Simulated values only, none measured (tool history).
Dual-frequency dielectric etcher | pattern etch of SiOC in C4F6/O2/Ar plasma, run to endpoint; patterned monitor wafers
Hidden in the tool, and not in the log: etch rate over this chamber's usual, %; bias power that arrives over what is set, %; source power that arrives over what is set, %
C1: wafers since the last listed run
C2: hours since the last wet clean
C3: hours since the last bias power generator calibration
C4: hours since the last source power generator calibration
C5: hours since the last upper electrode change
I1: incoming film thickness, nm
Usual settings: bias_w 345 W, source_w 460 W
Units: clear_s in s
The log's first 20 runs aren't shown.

{"run": 21, "hour": 606.2, "bias_w": 378, "source_w": 500, "C1": 663, "C2": 35.0, "C3": 3794.9, "C4": 166.7, "C5": 187.6, "I1": 53.1, "clear_s": 18.2}
{"run": 22, "hour": 638.8, "bias_w": 293, "source_w": 390, "C1": 648, "C2": 67.6, "C3": 3827.5, "C4": 199.3, "C5": 220.2, "I1": 52.5, "clear_s": 21.5}
{"run": 23, "hour": 661.6, "bias_w": 295, "source_w": 550, "C1": 453, "C2": 90.4, "C3": 3850.3, "C4": 222.1, "C5": 243.0, "I1": 52.8, "clear_s": 20.0}
{"run": 24, "hour": 683.2, "bias_w": 345, "source_w": 460, "C1": 429, "C2": 112.0, "C3": 3871.9, "C4": 243.7, "C5": 264.6, "I1": 52.8, "clear_s": 19.3}
{"run": 25, "hour": 697.5, "bias_w": 277, "source_w": 530, "C1": 284, "C2": 126.3, "C3": 3886.2, "C4": 258.0, "C5": 278.9, "I1": 53.0, "clear_s": 21.0}
{"run": 26, "hour": 720.8, "bias_w": 278, "source_w": 460, "C1": 463, "C2": 149.6, "C3": 3909.5, "C4": 281.3, "C5": 302.2, "I1": 52.4, "clear_s": 21.2}
{"run": 27, "hour": 741.0, "bias_w": 287, "source_w": 530, "C1": 401, "C2": 169.8, "C3": 3929.7, "C4": 301.5, "C5": 322.4, "I1": 52.4, "clear_s": 20.1}
{"hour": 760.7, "done": "bias power generator calibrated"}
{"run": 28, "hour": 762.9, "bias_w": 384, "source_w": 400, "C1": 355, "C2": 191.7, "C3": 2.2, "C4": 323.4, "C5": 344.3, "I1": 52.4, "clear_s": 18.4}
{"run": 29, "hour": 804.5, "bias_w": 307, "source_w": 460, "C1": 826, "C2": 233.3, "C3": 43.8, "C4": 365.0, "C5": 385.9, "I1": 53.1, "clear_s": 20.1}
{"run": 30, "hour": 839.6, "bias_w": 345, "source_w": 460, "C1": 697, "C2": 268.4, "C3": 78.9, "C4": 400.1, "C5": 421.0, "I1": 53.1, "clear_s": 19.0}
{"run": 31, "hour": 865.8, "bias_w": 409, "source_w": 560, "C1": 520, "C2": 294.6, "C3": 105.1, "C4": 426.3, "C5": 447.2, "I1": 52.5, "clear_s": 16.5}
{"run": 32, "hour": 895.0, "bias_w": 322, "source_w": 460, "C1": 580, "C2": 323.8, "C3": 134.3, "C4": 455.5, "C5": 476.4, "I1": 52.3, "clear_s": 19.5}
{"run": 33, "hour": 918.4, "bias_w": 268, "source_w": 550, "C1": 465, "C2": 347.2, "C3": 157.7, "C4": 478.9, "C5": 499.8, "I1": 52.8, "clear_s": 20.5}
{"run": 34, "hour": 1022.4, "bias_w": 260, "source_w": 510, "C1": 2067, "C2": 451.2, "C3": 261.7, "C4": 582.9, "C5": 603.8, "I1": 53.0, "clear_s": 20.9}
{"hour": 1063.7, "done": "wet clean of the chamber"}
{"run": 35, "hour": 1064.2, "bias_w": 261, "source_w": 510, "C1": 353, "C2": 0.5, "C3": 303.5, "C4": 624.7, "C5": 645.6, "I1": 53.1, "clear_s": 22.1}

Forecast run 36:
{"run": 36, "hour": 1077.3, "bias_w": 345, "source_w": 360, "C1": 260, "C2": 13.6, "C3": 316.6, "C4": 637.8, "C5": 658.7, "I1": 52.7, "clear_s": "?"}

{"run 36": {"clear_s": 20.5}}
Without the tool's hidden state the same run would have given clear_s 20.5 s.
